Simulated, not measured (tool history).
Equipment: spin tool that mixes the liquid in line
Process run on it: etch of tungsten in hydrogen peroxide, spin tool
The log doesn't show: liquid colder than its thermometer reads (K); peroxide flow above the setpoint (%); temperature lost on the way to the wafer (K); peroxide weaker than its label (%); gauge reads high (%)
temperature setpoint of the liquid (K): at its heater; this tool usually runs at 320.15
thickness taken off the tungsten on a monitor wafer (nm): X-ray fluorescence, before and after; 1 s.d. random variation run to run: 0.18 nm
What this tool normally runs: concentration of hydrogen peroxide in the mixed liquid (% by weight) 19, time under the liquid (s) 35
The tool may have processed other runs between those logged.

run     day  temperature setpoint of the liquid (K)  concentration of hydrogen peroxide in the mixed liquid (% by weight)  time under the liquid (s)  wafers since the last listed run  hours since the thermometer was replaced  hours since the peroxide flow meter was replaced  hours since the heated supply line was repaired  hours since the drum of peroxide was connected  hours since the gauge calibration  read-back film thickness of the tungsten reference wafer, read on the same gauge (nm)  thickness taken off the tungsten on a monitor wafer (nm)
  1       0                                  320.15                                                                    19                         50                                 0                                    2230.2                                             141.8                                           2250.9                                           403.3                              329.1                                                                                 119.99                                                     33.98
  2   2.696                                  320.15                                                                    19                         35                               462                                    2294.9                                             206.5                                           2315.6                                             468                              393.8                                                                                 119.99                                                     23.55
  3   5.567                                  320.15                                                                    19                         35                               492                                    2363.8                                             275.4                                           2384.5                                           536.9                              462.7                                                                                 119.98                                                     23.77
  4   7.221                                  320.15                                                                    19                         35                               283                                    2403.5                                             315.1                                           2424.2                                           576.6                              502.4                                                                                 119.99                                                     23.66
  5   8.558                                  324.15                                                                    19                         35                               229                                    2435.6                                             347.2                                           2456.3                                           608.7                              534.5                                                                                 119.99                                                     30.44
     10.588  -- peroxide flow meter replaced
  6  10.808                                  324.15                                                                    19                         35                               378                                    2489.6                                               5.3                                           2510.3                                           662.7                              588.5                                                                                 119.99                                                      30.1
  7  12.404                                  320.15                                                                    19                         35                               273                                    2527.9                                              43.6                                           2548.6                                             701                              626.8                                                                                 119.98                                                      23.2
  8  14.358                                  311.15                                                                    16                         50                               335                                    2574.8                                              90.5                                           2595.5                                           747.9                              673.7                                                                                 120.01                                                     16.84
     14.408  -- gauge calibrated
  9  16.188                                  320.15                                                                    16                         35                               313                                    2618.7                                             134.4                                           2639.4                                           791.8                               42.7                                                                                 120.02                                                     20.92
     20.612  -- heated supply line repaired
     23.925  -- new drum of peroxide connected
 10  24.688                                  320.15                                                                  20.5                         50                              1444                                    2822.7                                             338.4                                             97.8                                            18.3                              246.7                                                                                 119.97                                                     44.86
     26.096  -- thermometer replaced
 11  27.088                                  320.15                                                                    19                         35                               404                                      23.8                                               396                                            155.4                                            75.9                              304.3                                                                                 119.99                                                     30.57
     27.654  -- peroxide flow meter replaced
 12  29.688                                  320.15                                                                    19                         35                               439                                      86.2                                              48.8                                            217.8                                           138.3                              366.7                                                                                 119.98                                                     30.24
 13  31.225                                  320.15                                                                    19                         25                               263                                     123.1                                              85.7                                            254.7                                           175.2                              403.6                                                                                    120                                                     21.46
 14  33.888                                  320.15                                                                    17                         15                               456                                       187                                             149.6                                            318.6                                           239.1                              467.5                                                                                    120                                                     12.19

For each run, what was the tool's unlogged condition?
liquid colder than its thermometer reads (K): 0 at every run
peroxide flow above the setpoint (%): 0 at every run
peroxide weaker than its label (%): 0 at every run
gauge reads high (%): 0 at every run
H1: temperature lost on the way to the wafer (K)
run     H1
  1   4.15
  2   4.25
  3   4.35
  4   4.41
  5   4.46
  6   4.54
  7    4.6
  8   4.67
  9   4.73
 10  0.238
 11  0.323
 12  0.416
 13  0.471
 14  0.566

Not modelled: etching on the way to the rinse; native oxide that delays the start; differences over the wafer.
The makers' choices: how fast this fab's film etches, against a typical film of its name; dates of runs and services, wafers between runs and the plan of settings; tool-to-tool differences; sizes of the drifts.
